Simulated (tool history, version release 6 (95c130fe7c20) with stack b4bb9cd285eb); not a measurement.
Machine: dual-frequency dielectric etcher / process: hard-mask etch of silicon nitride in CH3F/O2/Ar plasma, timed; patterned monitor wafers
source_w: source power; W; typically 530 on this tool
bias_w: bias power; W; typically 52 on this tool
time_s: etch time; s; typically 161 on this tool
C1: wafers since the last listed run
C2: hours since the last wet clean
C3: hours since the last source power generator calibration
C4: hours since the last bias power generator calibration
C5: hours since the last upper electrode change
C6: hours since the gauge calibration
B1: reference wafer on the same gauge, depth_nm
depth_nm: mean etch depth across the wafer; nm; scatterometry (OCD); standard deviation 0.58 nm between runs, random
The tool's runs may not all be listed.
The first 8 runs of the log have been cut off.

Run 9, hour 446.9: usual settings but source_w 490 W, bias_w 59 W, time_s 176 s; C1 571; C2 127.7; C3 451.8; C4 2396.2; C5 3521; C6 111.4; B1 133. Result: depth_nm 124.4 nm.
At hour 457.8: bias power generator calibrated.
Run 10, hour 480.9: usual settings; C1 155; C2 161.7; C3 485.8; C4 23.1; C5 3555; C6 145.4; B1 133. Result: depth_nm 115.6 nm.
Run 11, hour 543: usual settings but source_w 580 W, bias_w 58 W; C1 321; C2 223.8; C3 547.9; C4 85.2; C5 3617.1; C6 207.5; B1 132.7. Result: depth_nm 127.1 nm.
Run 12, hour 588.1: usual settings but source_w 440 W; C1 233; C2 268.9; C3 593; C4 130.3; C5 3662.2; C6 252.6; B1 133.1. Result: depth_nm 101.9 nm.
Run 13, hour 643.7: usual settings but source_w 450 W, bias_w 61 W, time_s 139 s; C1 287; C2 324.5; C3 648.6; C4 185.9; C5 3717.8; C6 308.2; B1 132.9. Result: depth_nm 94.3 nm.
Run 14, hour 706.3: usual settings but source_w 440 W, bias_w 61 W, time_s 122 s; C1 324; C2 387.1; C3 711.2; C4 248.5; C5 3780.4; C6 370.8; B1 133.1. Result: depth_nm 81.8 nm.
Run 15, hour 765.7: usual settings but time_s 203.5 s; C1 307; C2 446.5; C3 770.6; C4 307.9; C5 3839.8; C6 430.2; B1 132.9. Result: depth_nm 145.8 nm.
Run 16, hour 818: usual settings; C1 270; C2 498.8; C3 822.9; C4 360.2; C5 3892.1; C6 482.5; B1 133.1. Result: depth_nm 115.3 nm.
Run 17, hour 862.6: usual settings; C1 230; C2 543.4; C3 867.5; C4 404.8; C5 3936.7; C6 527.1; B1 133. Result: depth_nm 115.8 nm.
Run 18, hour 916.3: usual settings but bias_w 40 W, time_s 201 s; C1 277; C2 597.1; C3 921.2; C4 458.5; C5 3990.4; C6 580.8; B1 133. Result: depth_nm 132.2 nm.
At hour 977.6: wet clean of the chamber.
Run 19, hour 978.1: usual settings; C1 195; C2 0.5; C3 983; C4 520.3; C5 4052.2; C6 642.6; B1 132.9. Result: depth_nm 115.3 nm.
At hour 1039.1: upper electrode replaced.
Run 20, hour 1039.6: usual settings; C1 194; C2 62; C3 1044.5; C4 581.8; C5 0.5; C6 704.1; B1 133. Result: depth_nm 116.3 nm.
Run 21, hour 1079.1: usual settings but source_w 470 W, bias_w 48 W, time_s 114.5 s; C1 204; C2 101.5; C3 1084; C4 621.3; C5 40; C6 743.6; B1 132.8. Result: depth_nm 74.1 nm.
Run 22, hour 1139.9: usual settings but source_w 460 W, bias_w 48 W, time_s 184 s; C1 314; C2 162.3; C3 1144.8; C4 682.1; C5 100.8; C6 804.4; B1 133. Result: depth_nm 116.5 nm.
Run 23, hour 1190.3: usual settings; C1 260; C2 212.7; C3 1195.2; C4 732.5; C5 151.2; C6 854.8; B1 133. Result: depth_nm 115.1 nm.
Run 24, hour 1221.3: usual settings; C1 160; C2 243.7; C3 1226.2; C4 763.5; C5 182.2; C6 885.8; B1 133.1. Result: depth_nm 116.5 nm.
Run 25, hour 1259.8: usual settings; C1 199; C2 282.2; C3 1264.7; C4 802; C5 220.7; C6 924.3; B1 133.2. Result: depth_nm 115.3 nm.
Run 26, hour 1301.7: usual settings; C1 216; C2 324.1; C3 1306.6; C4 843.9; C5 262.6; C6 966.2; B1 133. Result: depth_nm 115.4 nm.
Run 27, hour 1370.6: usual settings but source_w 470 W, bias_w 43 W, time_s 143 s; C1 356; C2 393; C3 1375.5; C4 912.8; C5 331.5; C6 1035.1; B1 132.9. Result: depth_nm 89.3 nm.
Run 28, hour 1412.3: usual settings but bias_w 48 W, time_s 126.5 s; C1 215; C2 434.7; C3 1417.2; C4 954.5; C5 373.2; C6 1076.8; B1 133.2. Result: depth_nm 87.9 nm.
Run 29, hour 1479.4: usual settings but source_w 490 W, bias_w 60 W, time_s 140 s; C1 347; C2 501.8; C3 1484.3; C4 1021.6; C5 440.3; C6 1143.9; B1 132.8. Result: depth_nm 100.5 nm.
Run 30, hour 1513.9: usual settings but source_w 500 W, bias_w 46 W, time_s 173.5 s; C1 178; C2 536.3; C3 1518.8; C4 1056.1; C5 474.8; C6 1178.4; B1 133. Result: depth_nm 114.9 nm.
Run 31, hour 1540.7: usual settings but source_w 450 W, bias_w 58 W, time_s 177 s; C1 138; C2 563.1; C3 1545.6; C4 1082.9; C5 501.6; C6 1205.2; B1 133. Result: depth_nm 118.3 nm.

Predict each of these 3 candidate next runs independently; none follows another, all start after run 31:
Run A, hour 1541.2: usual settings but time_s 197.5 s; C1 2; C2 563.6; C3 1546.1; C4 1083.4; C5 502.1; C6 1205.7; B1 ?. Result: depth_nm ?.
Run B, hour 1541.2: usual settings but source_w 440 W, bias_w 43 W, time_s 132 s; C1 2; C2 563.6; C3 1546.1; C4 1083.4; C5 502.1; C6 1205.7; B1 ?. Result: depth_nm ?.
Run C, hour 1541.2: usual settings but source_w 490 W, bias_w 42 W, time_s 135.5 s; C1 2; C2 563.6; C3 1546.1; C4 1083.4; C5 502.1; C6 1205.7; B1 ?. Result: depth_nm ?.

run     B1  depth_nm
  A  133.1     141.9
  B  133.1      78.6
  C  133.1      86.3
With the hidden condition removed and each run's random variation left untouched, the same runs would have given:
run  depth_nm
  A     141.9
  B      78.6
  C      86.3

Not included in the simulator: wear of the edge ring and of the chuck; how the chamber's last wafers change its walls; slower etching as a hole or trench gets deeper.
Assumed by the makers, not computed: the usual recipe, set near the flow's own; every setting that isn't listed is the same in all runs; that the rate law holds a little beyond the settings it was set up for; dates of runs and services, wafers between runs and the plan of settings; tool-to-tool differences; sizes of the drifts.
